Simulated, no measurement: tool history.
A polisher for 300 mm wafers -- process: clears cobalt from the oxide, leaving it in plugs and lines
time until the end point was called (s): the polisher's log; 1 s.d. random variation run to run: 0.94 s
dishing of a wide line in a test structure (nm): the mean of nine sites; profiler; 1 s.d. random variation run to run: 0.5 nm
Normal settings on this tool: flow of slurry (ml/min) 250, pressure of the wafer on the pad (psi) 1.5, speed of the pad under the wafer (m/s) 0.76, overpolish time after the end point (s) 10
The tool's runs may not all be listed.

run     day  flow of slurry (ml/min)  pressure of the wafer on the pad (psi)  speed of the pad under the wafer (m/s)  overpolish time after the end point (s)  wafers since the last listed run  wafers polished on this pad  hours since the slurry nozzle was cleaned  hours since the head pressure was calibrated  incoming thickness of the incoming film, nm  time until the end point was called (s)  dishing of a wide line in a test structure (nm)
  1   0.000                      250                                     1.5                                    0.76                                       10                                 0                         1130                                      447.9                                         238.4                                        224.2                                     89.1                                             21.2
  2   0.288                      250                                     1.5                                    0.76                                       10                                85                         1215                                      454.8                                         245.3                                        221.7                                     88.6                                             21.1
  3   0.608                      250                                     1.5                                    0.76                                       10                                94                         1310                                      462.5                                         253.0                                        226.0                                     90.8                                             20.4
  4   1.238                      250                                     1.7                                    0.76                                       10                               186                         1496                                      477.6                                         268.1                                        224.5                                     78.4                                             22.0
      1.442  -- worn pad replaced by a new one
  5   1.858                      250                                     1.5                                    0.76                                       10                               134                          123                                      492.5                                         283.0                                        225.0                                     91.4                                             20.5
  6   2.462                      250                                     1.5                                    0.76                                       10                               178                          301                                      507.0                                         297.5                                        223.7                                     88.4                                             20.3
  7   3.208                      250                                     1.3                                    0.76                                       10                               220                          522                                      524.9                                         315.4                                        223.7                                    101.6                                             18.5
  8   3.775                      250                                     1.5                                    0.76                                       10                               167                          690                                      538.5                                         329.0                                        227.6                                     91.6                                             20.7
  9   4.208                      250                                     1.5                                    0.76                                       10                               128                          818                                      548.9                                         339.4                                        226.5                                     91.1                                             19.3
 10   4.525                      250                                     1.5                                    0.86                                       10                                93                          911                                      556.5                                         347.0                                        227.6                                     83.9                                             21.7
 11   4.925                      250                                     1.5                                    0.86                                       10                               118                         1030                                      566.1                                         356.6                                        222.4                                     83.4                                             21.8
 12   5.562                      200                                     1.6                                    1.00                                       10                               188                         1218                                      581.4                                         371.9                                        221.5                                     70.3                                             23.5
      5.629  -- slurry nozzle cleaned
      5.838  -- worn pad replaced by a new one
 13   5.992                      250                                     1.5                                    0.76                                       10                                65                           46                                        8.7                                         382.2                                        220.4                                     89.9                                             19.5
 14   6.438                      290                                     1.5                                    0.76                                       10                               131                          178                                       19.4                                         392.9                                        228.7                                     89.5                                             20.5
 15   7.146                      250                                     1.5                                    0.86                                       10                               209                          387                                       36.4                                         409.9                                        222.7                                     81.1                                             22.1
      7.529  -- head pressure recalibrated
 16   7.608                      250                                     1.8                                    0.54                                       10                               112                          499                                       47.5                                           1.9                                        224.5                                     89.3                                             20.4
 17   7.900                      250                                     1.1                                    0.54                                       14                                86                          585                                       54.5                                           8.9                                        225.5                                    147.5                                             17.7
 18   8.325                      280                                     1.5                                    0.84                                       10                               125                          711                                       64.7                                          19.1                                        226.5                                     83.4                                             21.7
 19   8.904                      250                                     1.5                                    0.76                                       10                               171                          882                                       78.6                                          33.0                                        224.8                                     90.8                                             20.0
 20   9.354                      250                                     1.5                                    0.76                                       10                               133                         1015                                       89.4                                          43.8                                        224.4                                     90.1                                             20.9
 21   9.738                      250                                     1.5                                    0.76                                       10                               113                         1129                                       98.6                                          53.0                                        225.2                                     89.0                                             20.2
 22  10.133                      310                                     1.4                                    0.76                                       10                               117                         1246                                      108.1                                          62.5                                        223.2                                     94.2                                             20.1
 23  10.633                      250                                     1.5                                    0.76                                       10                               147                         1394                                      120.1                                          74.5                                        224.2                                     87.7                                             20.9
     11.017  -- worn pad replaced by a new one
 24  11.038                      250                                     1.1                                    0.76                                       10                                70                            6                                      129.8                                          84.2                                        224.5                                    122.0                                             14.8
 25  11.288                      195                                     1.8                                    0.76                                        7                                73                           80                                      135.8                                          90.2                                        225.8                                     76.5                                             17.3
 26  11.825                      340                                     1.2                                    0.94                                       16                               158                          239                                      148.7                                         103.1                                        225.0                                     95.8                                             27.4
 27  12.421                      160                                     1.5                                    0.76                                       10                               176                          415                                      163.0                                         117.4                                        227.8                                     94.8                                             20.4
 28  12.775                      250                                     1.5                                    0.76                                       10                               104                          520                                      171.5                                         125.9                                        224.4                                     89.5                                             20.7
 29  14.950                      200                                     1.5                                    0.98                                       10                               643                         1163                                      223.7                                         178.1                                        226.8                                     79.0                                             23.8
 30  15.250                      250                                     1.7                                    0.88                                       10                                88                         1252                                      230.9                                         185.3                                        223.9                                     70.8                                             24.7
 31  15.783                      250                                     1.2                                    0.76                                       16                               157                         1409                                      243.7                                         198.1                                        225.2                                    111.3                                             25.7
     16.388  -- worn pad replaced by a new one
 32  16.408                      165                                     1.5                                    0.58                                       14                               135                            5                                      258.7                                         213.1                                        222.1                                    105.4                                             22.7
 33  16.754                      250                                     1.5                                    0.68                                       10                               102                          108                                      267.0                                         221.4                                        225.2                                     97.0                                             20.2
 34  17.283                      305                                     1.5                                    1.00                                        8                               156                          264                                      279.7                                         234.1                                        223.6                                     73.1                                             18.9

Run-by-run hidden state of the tool:
removal rate lost through wear of the pad, %: 0 in every run
slurry flow missing at the pad, %: 0 in every run
deviation of the head's pressure from its setpoint, %: 0 in every run
